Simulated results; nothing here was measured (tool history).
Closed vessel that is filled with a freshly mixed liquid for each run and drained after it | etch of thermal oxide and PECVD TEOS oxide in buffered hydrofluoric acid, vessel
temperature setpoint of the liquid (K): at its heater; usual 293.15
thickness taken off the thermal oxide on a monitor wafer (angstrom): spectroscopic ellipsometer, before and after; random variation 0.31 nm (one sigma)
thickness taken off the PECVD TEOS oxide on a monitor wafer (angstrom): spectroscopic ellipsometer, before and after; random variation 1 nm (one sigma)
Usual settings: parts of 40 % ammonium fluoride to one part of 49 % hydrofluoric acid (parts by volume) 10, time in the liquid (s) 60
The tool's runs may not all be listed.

| run | hour | temperature setpoint of the liquid (K) | parts of 40 % ammonium fluoride to one part of 49 % hydrofluoric acid (parts by volume) | time in the liquid (s) | wafers since the last listed run | hours since the thermometer was replaced | hours since the hydrofluoric acid flow meter was replaced | hours since the gauge calibration | read-back film thickness of the thermal oxide reference wafer, read on the same gauge (nm) | read-back film thickness of the PECVD TEOS oxide reference wafer, read on the same gauge (nm) | thickness taken off the thermal oxide on a monitor wafer (angstrom) | thickness taken off the PECVD TEOS oxide on a monitor wafer (angstrom) |
|---|---|---|---|---|---|---|---|---|---|---|---|---|
| 1 | 0 | 293.15 | 11.5 | 85 | 0 | 473 | 2119.1 | 206.9 | 59.95 | 30 | 621 | 1382.2 |
| 2 | 12.4 | 293.15 | 11.5 | 85 | 1290 | 485.4 | 2131.5 | 219.3 | 59.99 | 30.01 | 621 | 1375.3 |
| 3 | 21.6 | 293.15 | 11.5 | 85 | 957 | 494.6 | 2140.7 | 228.5 | 60 | 30.02 | 621.6 | 1401.3 |
| 4 | 43 | 293.15 | 10 | 60 | 2227 | 516 | 2162.1 | 249.9 | 60.02 | 29.98 | 505.5 | 1127.7 |
| 5 | 57.5 | 293.15 | 11 | 65 | 1508 | 530.5 | 2176.6 | 264.4 | 60.03 | 29.99 | 493.8 | 1113.2 |
| 6 | 63.8 | 293.15 | 10 | 60 | 655 | 536.8 | 2182.9 | 270.7 | 59.98 | 29.98 | 501.5 | 1102.4 |
| 7 | 81.3 | 293.15 | 10 | 60 | 1821 | 554.3 | 2200.4 | 288.2 | 59.98 | 30.01 | 502.4 | 1120.2 |
| 8 | 113.5 | 297.15 | 10 | 60 | 3351 | 586.5 | 2232.6 | 320.4 | 60 | 30 | 623.8 | 1384 |
|  | 122.2 | gauge calibrated |
| 9 | 123.5 | 297.15 | 10 | 60 | 1040 | 596.5 | 2242.6 | 1.3 | 60.06 | 29.98 | 622.6 | 1382.4 |
| 10 | 135.9 | 293.15 | 10 | 60 | 1290 | 608.9 | 2255 | 13.7 | 60.01 | 30 | 500.4 | 1102.1 |
| 11 | 153 | 293.15 | 10 | 60 | 1779 | 626 | 2272.1 | 30.8 | 60.03 | 29.99 | 501.2 | 1099.3 |
| 12 | 166.8 | 293.15 | 10 | 60 | 1436 | 639.8 | 2285.9 | 44.6 | 60.02 | 30 | 494.7 | 1097.3 |
| 13 | 181.8 | 290.15 | 6.5 | 50 | 1561 | 654.8 | 2300.9 | 59.6 | 60 | 29.99 | 517.7 | 1144 |
| 14 | 188.8 | 295.65 | 10 | 60 | 728 | 661.8 | 2307.9 | 66.6 | 60.01 | 30 | 570.9 | 1254.7 |
|  | 190.3 | hydrofluoric acid flow meter replaced |
|  | 195.3 | thermometer replaced |
| 15 | 203.5 | 290.15 | 11 | 30 | 1321 | 8.2 | 13.2 | 81.3 | 59.99 | 30.01 | 175.9 | 386.9 |
| 16 | 212.9 | 290.15 | 10 | 30 | 978 | 17.6 | 22.6 | 90.7 | 59.99 | 29.99 | 191.2 | 424.7 |
| 17 | 228.1 | 290.15 | 13 | 75 | 1581 | 32.8 | 37.8 | 105.9 | 60.01 | 30.03 | 372.8 | 812.5 |
| 18 | 241.5 | 293.15 | 10 | 60 | 1394 | 46.2 | 51.2 | 119.3 | 60.03 | 30 | 459.3 | 1014.5 |
| 19 | 250.8 | 293.15 | 10 | 60 | 967 | 55.5 | 60.5 | 128.6 | 60 | 29.98 | 454 | 1018 |
|  | 269.1 | thermometer replaced, repeated, since the last time left the tool worse |
| 20 | 269.6 | 296.65 | 6.5 | 60 | 1852 | 0.5 | 79.3 | 147.4 | 60 | 29.99 | 974.5 | 2155 |
| 21 | 285.2 | 294.65 | 7 | 75 | 1623 | 16.1 | 94.9 | 163 | 60.01 | 30 | 1028.1 | 2268 |
| 22 | 297.8 | 293.15 | 11.5 | 85 | 1311 | 28.7 | 107.5 | 175.6 | 59.98 | 30.02 | 664.2 | 1476.1 |
| 23 | 310.8 | 293.15 | 10 | 60 | 1352 | 41.7 | 120.5 | 188.6 | 60.01 | 30.01 | 538 | 1182.1 |
| 24 | 328.6 | 293.15 | 12.5 | 60 | 1852 | 59.5 | 138.3 | 206.4 | 59.99 | 30 | 428.3 | 938.5 |

The same runs without the tool's hidden state, with the same run-to-run variation:
The hidden state here: liquid colder than its thermometer reads (K); hydrofluoric acid flow above the setpoint (%); gauge reads high (%).
| run | thickness taken off the thermal oxide on a monitor wafer (angstrom) | thickness taken off the PECVD TEOS oxide on a monitor wafer (angstrom) |
|---|---|---|
| 1 | 663.6 | 1477 |
| 2 | 664.8 | 1472.1 |
| 3 | 666.1 | 1501.7 |
| 4 | 543.2 | 1211.9 |
| 5 | 531.6 | 1198.4 |
| 6 | 540.2 | 1187.4 |
| 7 | 542.3 | 1209.2 |
| 8 | 675 | 1497.6 |
| 9 | 674.4 | 1497.5 |
| 10 | 544.2 | 1198.4 |
| 11 | 546.2 | 1198.1 |
| 12 | 540.1 | 1198 |
| 13 | 567.5 | 1254 |
| 14 | 624.1 | 1371.6 |
| 15 | 208.1 | 457.7 |
| 16 | 226.4 | 502.9 |
| 17 | 442.6 | 964.5 |
| 18 | 544.2 | 1202.1 |
| 19 | 538.5 | 1207.5 |
| 20 | 978.8 | 2164.4 |
| 21 | 1034.9 | 2283.1 |
| 22 | 669.8 | 1488.5 |
| 23 | 543.5 | 1194.1 |
| 24 | 433.6 | 950.1 |
